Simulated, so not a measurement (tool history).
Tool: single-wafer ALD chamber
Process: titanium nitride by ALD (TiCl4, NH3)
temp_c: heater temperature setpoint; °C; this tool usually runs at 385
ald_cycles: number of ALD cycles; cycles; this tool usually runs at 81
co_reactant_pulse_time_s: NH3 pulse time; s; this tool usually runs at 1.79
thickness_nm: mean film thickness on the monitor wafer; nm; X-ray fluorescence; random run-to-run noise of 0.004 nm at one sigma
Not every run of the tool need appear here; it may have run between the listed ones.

| run | hour | temp_c | ald_cycles | co_reactant_pulse_time_s | read-back reference wafer on the same gauge, thickness_nm | thickness_nm |
|---|---|---|---|---|---|---|
| 1 | 0 | 385 | 81 | 1.79 | 1.71 | 1.617 |
| 2 | 23.4 | 385 | 81 | 1.79 | 1.713 | 1.618 |
| 3 | 59 | 385 | 81 | 1.79 | 1.714 | 1.614 |
| 4 | 90.6 | 385 | 81 | 1.79 | 1.717 | 1.619 |
| 5 | 105 | 385 | 81 | 1.79 | 1.717 | 1.622 |
| 6 | 128.4 | 385 | 81 | 1.79 | 1.721 | 1.623 |
| 7 | 158.1 | 385 | 81 | 1.79 | 1.724 | 1.624 |
|  | 184.4 | thermocouple changed; heater temperature recalibrated |
| 8 | 184.9 | 391 | 93 | 1.47 | 1.725 | 1.853 |
|  | 197.3 | gauge calibrated |
| 9 | 206.7 | 385 | 94 | 1.79 | 1.711 | 1.872 |
|  | 237 | showerhead replaced |
| 10 | 238.5 | 385 | 81 | 1.79 | 1.712 | 1.615 |
| 11 | 272 | 385 | 81 | 1.79 | 1.713 | 1.62 |
| 12 | 294.1 | 379 | 81 | 1.11 | 1.716 | 1.516 |
| 13 | 330 | 371 | 81 | 1.79 | 1.718 | 1.588 |
| 14 | 357.7 | 385 | 92 | 2.3 | 1.717 | 1.878 |

Each row is a separate what-if for the run after 14, all from the same tool condition, not one after another. Results?
| A | 358.3 | 385 | 81 | 2.28 | ? | ? |
| B | 358.3 | 385 | 65 | 1.11 | ? | ? |
| C | 358.3 | 376 | 92 | 1.79 | ? | ? |
| D | 358.3 | 385 | 90 | 1.79 | ? | ? |

| run | read-back reference wafer on the same gauge, thickness_nm | thickness_nm |
|---|---|---|
| A | 1.718 | 1.647 |
| B | 1.718 | 1.233 |
| C | 1.718 | 1.82 |
| D | 1.718 | 1.8 |
Without the tool's unlogged condition, the same runs would have read:
| run | thickness_nm |
|---|---|
| A | 1.64 |
| B | 1.228 |
| C | 1.812 |
| D | 1.793 |
